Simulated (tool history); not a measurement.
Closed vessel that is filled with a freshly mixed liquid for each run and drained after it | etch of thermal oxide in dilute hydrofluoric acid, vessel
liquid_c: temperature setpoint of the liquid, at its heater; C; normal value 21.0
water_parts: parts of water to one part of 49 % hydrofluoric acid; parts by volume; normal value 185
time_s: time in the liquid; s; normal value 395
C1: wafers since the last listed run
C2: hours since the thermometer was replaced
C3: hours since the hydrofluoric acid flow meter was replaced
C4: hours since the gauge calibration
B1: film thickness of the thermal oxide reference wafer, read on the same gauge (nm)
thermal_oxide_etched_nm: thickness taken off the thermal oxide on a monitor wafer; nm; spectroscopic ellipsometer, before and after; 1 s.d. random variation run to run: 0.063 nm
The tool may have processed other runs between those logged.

{"run": 1, "day": 0.0, "liquid_c": 21.0, "water_parts": 185, "time_s": 395, "C1": 0, "C2": 1185.0, "C3": 136.3, "C4": 85.3, "B1": 90.0, "thermal_oxide_etched_nm": 7.38}
{"run": 2, "day": 3.358, "liquid_c": 17.0, "water_parts": 185, "time_s": 395, "C1": 8620, "C2": 1265.6, "C3": 216.9, "C4": 165.9, "B1": 89.96, "thermal_oxide_etched_nm": 6.16}
{"run": 3, "day": 4.392, "liquid_c": 17.0, "water_parts": 185, "time_s": 395, "C1": 2652, "C2": 1290.4, "C3": 241.7, "C4": 190.7, "B1": 90.02, "thermal_oxide_etched_nm": 6.16}
{"run": 4, "day": 5.542, "liquid_c": 18.0, "water_parts": 185, "time_s": 395, "C1": 2951, "C2": 1318.0, "C3": 269.3, "C4": 218.3, "B1": 89.98, "thermal_oxide_etched_nm": 6.51}
{"run": 5, "day": 9.821, "liquid_c": 18.0, "water_parts": 185, "time_s": 395, "C1": 10983, "C2": 1420.7, "C3": 372.0, "C4": 321.0, "B1": 90.0, "thermal_oxide_etched_nm": 6.43}
{"run": 6, "day": 10.371, "liquid_c": 21.0, "water_parts": 185, "time_s": 395, "C1": 1411, "C2": 1433.9, "C3": 385.2, "C4": 334.2, "B1": 90.02, "thermal_oxide_etched_nm": 7.23}
{"run": 7, "day": 11.804, "liquid_c": 21.0, "water_parts": 185, "time_s": 395, "C1": 3679, "C2": 1468.3, "C3": 419.6, "C4": 368.6, "B1": 89.99, "thermal_oxide_etched_nm": 7.27}
{"run": 8, "day": 12.742, "liquid_c": 21.0, "water_parts": 185, "time_s": 395, "C1": 2406, "C2": 1490.8, "C3": 442.1, "C4": 391.1, "B1": 90.01, "thermal_oxide_etched_nm": 7.26}
{"run": 9, "day": 13.454, "liquid_c": 21.0, "water_parts": 185, "time_s": 320, "C1": 1828, "C2": 1507.9, "C3": 459.2, "C4": 408.2, "B1": 89.99, "thermal_oxide_etched_nm": 5.81}
{"run": 10, "day": 14.35, "liquid_c": 21.0, "water_parts": 185, "time_s": 320, "C1": 2299, "C2": 1529.4, "C3": 480.7, "C4": 429.7, "B1": 90.01, "thermal_oxide_etched_nm": 5.83}
{"run": 11, "day": 15.262, "liquid_c": 21.0, "water_parts": 185, "time_s": 395, "C1": 2342, "C2": 1551.3, "C3": 502.6, "C4": 451.6, "B1": 90.02, "thermal_oxide_etched_nm": 7.18}
{"run": 12, "day": 16.375, "liquid_c": 21.0, "water_parts": 185, "time_s": 395, "C1": 2855, "C2": 1578.0, "C3": 529.3, "C4": 478.3, "B1": 90.02, "thermal_oxide_etched_nm": 7.16}
{"day": 17.096, "done": "gauge calibrated"}
{"run": 13, "day": 17.712, "liquid_c": 21.0, "water_parts": 185, "time_s": 395, "C1": 3433, "C2": 1610.1, "C3": 561.4, "C4": 14.8, "B1": 89.97, "thermal_oxide_etched_nm": 7.07}
{"run": 14, "day": 18.929, "liquid_c": 21.0, "water_parts": 220, "time_s": 395, "C1": 3122, "C2": 1639.3, "C3": 590.6, "C4": 44.0, "B1": 90.04, "thermal_oxide_etched_nm": 5.83}
{"run": 15, "day": 20.062, "liquid_c": 21.0, "water_parts": 220, "time_s": 395, "C1": 2909, "C2": 1666.5, "C3": 617.8, "C4": 71.2, "B1": 89.99, "thermal_oxide_etched_nm": 5.85}
{"day": 20.792, "done": "hydrofluoric acid flow meter replaced"}
{"run": 16, "day": 21.162, "liquid_c": 21.0, "water_parts": 220, "time_s": 395, "C1": 2716, "C2": 1692.9, "C3": 8.9, "C4": 97.6, "B1": 90.01, "thermal_oxide_etched_nm": 5.82}
{"run": 17, "day": 21.871, "liquid_c": 21.0, "water_parts": 185, "time_s": 475, "C1": 1818, "C2": 1709.9, "C3": 25.9, "C4": 114.6, "B1": 89.98, "thermal_oxide_etched_nm": 8.58}
{"run": 18, "day": 23.0, "liquid_c": 21.0, "water_parts": 185, "time_s": 395, "C1": 2898, "C2": 1737.0, "C3": 53.0, "C4": 141.7, "B1": 90.0, "thermal_oxide_etched_nm": 7.09}
{"run": 19, "day": 24.092, "liquid_c": 17.5, "water_parts": 185, "time_s": 395, "C1": 2802, "C2": 1763.2, "C3": 79.2, "C4": 167.9, "B1": 89.99, "thermal_oxide_etched_nm": 6.22}
{"run": 20, "day": 25.225, "liquid_c": 21.0, "water_parts": 185, "time_s": 605, "C1": 2909, "C2": 1790.4, "C3": 106.4, "C4": 195.1, "B1": 90.0, "thermal_oxide_etched_nm": 11.0}
{"run": 21, "day": 26.142, "liquid_c": 21.0, "water_parts": 185, "time_s": 395, "C1": 2352, "C2": 1812.4, "C3": 128.4, "C4": 217.1, "B1": 89.99, "thermal_oxide_etched_nm": 7.05}
{"run": 22, "day": 26.812, "liquid_c": 17.0, "water_parts": 230, "time_s": 525, "C1": 1721, "C2": 1828.5, "C3": 144.5, "C4": 233.2, "B1": 90.01, "thermal_oxide_etched_nm": 6.2}
{"run": 23, "day": 27.917, "liquid_c": 19.0, "water_parts": 160, "time_s": 315, "C1": 2834, "C2": 1855.0, "C3": 171.0, "C4": 259.7, "B1": 90.0, "thermal_oxide_etched_nm": 6.17}
{"day": 28.992, "done": "thermometer replaced"}
{"run": 24, "day": 29.012, "liquid_c": 21.0, "water_parts": 185, "time_s": 395, "C1": 2705, "C2": 0.5, "C3": 197.3, "C4": 286.0, "B1": 90.0, "thermal_oxide_etched_nm": 7.79}
{"run": 25, "day": 30.467, "liquid_c": 17.0, "water_parts": 105, "time_s": 210, "C1": 3732, "C2": 35.4, "C3": 232.2, "C4": 320.9, "B1": 90.0, "thermal_oxide_etched_nm": 6.74}
{"run": 26, "day": 31.279, "liquid_c": 21.0, "water_parts": 145, "time_s": 240, "C1": 2085, "C2": 54.9, "C3": 251.7, "C4": 340.4, "B1": 90.0, "thermal_oxide_etched_nm": 6.33}
{"run": 27, "day": 31.954, "liquid_c": 17.0, "water_parts": 150, "time_s": 525, "C1": 1732, "C2": 71.1, "C3": 267.9, "C4": 356.6, "B1": 90.03, "thermal_oxide_etched_nm": 11.22}
{"run": 28, "day": 32.933, "liquid_c": 21.0, "water_parts": 185, "time_s": 395, "C1": 2513, "C2": 94.6, "C3": 291.4, "C4": 380.1, "B1": 90.0, "thermal_oxide_etched_nm": 7.73}
{"run": 29, "day": 33.812, "liquid_c": 17.0, "water_parts": 185, "time_s": 240, "C1": 2256, "C2": 115.7, "C3": 312.5, "C4": 401.2, "B1": 90.02, "thermal_oxide_etched_nm": 4.05}
{"run": 30, "day": 35.083, "liquid_c": 17.0, "water_parts": 185, "time_s": 290, "C1": 3262, "C2": 146.2, "C3": 343.0, "C4": 431.7, "B1": 89.97, "thermal_oxide_etched_nm": 4.89}
{"day": 38.667, "done": "gauge calibrated"}
{"run": 31, "day": 39.208, "liquid_c": 21.0, "water_parts": 185, "time_s": 395, "C1": 10588, "C2": 245.2, "C3": 442.0, "C4": 13.0, "B1": 89.99, "thermal_oxide_etched_nm": 7.63}
{"run": 32, "day": 39.854, "liquid_c": 17.5, "water_parts": 185, "time_s": 395, "C1": 1657, "C2": 260.7, "C3": 457.5, "C4": 28.5, "B1": 90.0, "thermal_oxide_etched_nm": 6.7}
{"day": 41.208, "done": "hydrofluoric acid flow meter replaced"}
{"run": 33, "day": 41.229, "liquid_c": 21.0, "water_parts": 255, "time_s": 515, "C1": 3422, "C2": 293.7, "C3": 0.5, "C4": 61.5, "B1": 90.01, "thermal_oxide_etched_nm": 6.8}

Below, some changes in thermal_oxide_etched_nm between adjacent runs. For each, the amount present without the hidden state too (settings, incoming material, random variation) and the amount remaining for the hidden state with gauge scatter not shared by both compared results:
The tool's hidden condition here consists of: liquid colder than its thermometer reads (K); hydrofluoric acid flow below the setpoint (%); gauge reads high (%).
Run 19 -> 20: liquid_c 17.5 -> 21.0, time_s 395 -> 605. thermal_oxide_etched_nm +4.78 nm: hidden state -0.50, all else +5.28.
Run 20 -> 21: time_s 605 -> 395. thermal_oxide_etched_nm -3.95 nm: hidden state +0.41, all else -4.36.
Run 23 -> 24: liquid_c 19.0 -> 21.0, water_parts 160 -> 185, time_s 315 -> 395, thermometer replaced. thermal_oxide_etched_nm +1.62 nm: hidden state +0.67, all else +0.95.
Run 26 -> 27: liquid_c 21.0 -> 17.0, water_parts 145 -> 150, time_s 240 -> 525. thermal_oxide_etched_nm +4.89 nm: hidden state -0.06, all else +4.95.

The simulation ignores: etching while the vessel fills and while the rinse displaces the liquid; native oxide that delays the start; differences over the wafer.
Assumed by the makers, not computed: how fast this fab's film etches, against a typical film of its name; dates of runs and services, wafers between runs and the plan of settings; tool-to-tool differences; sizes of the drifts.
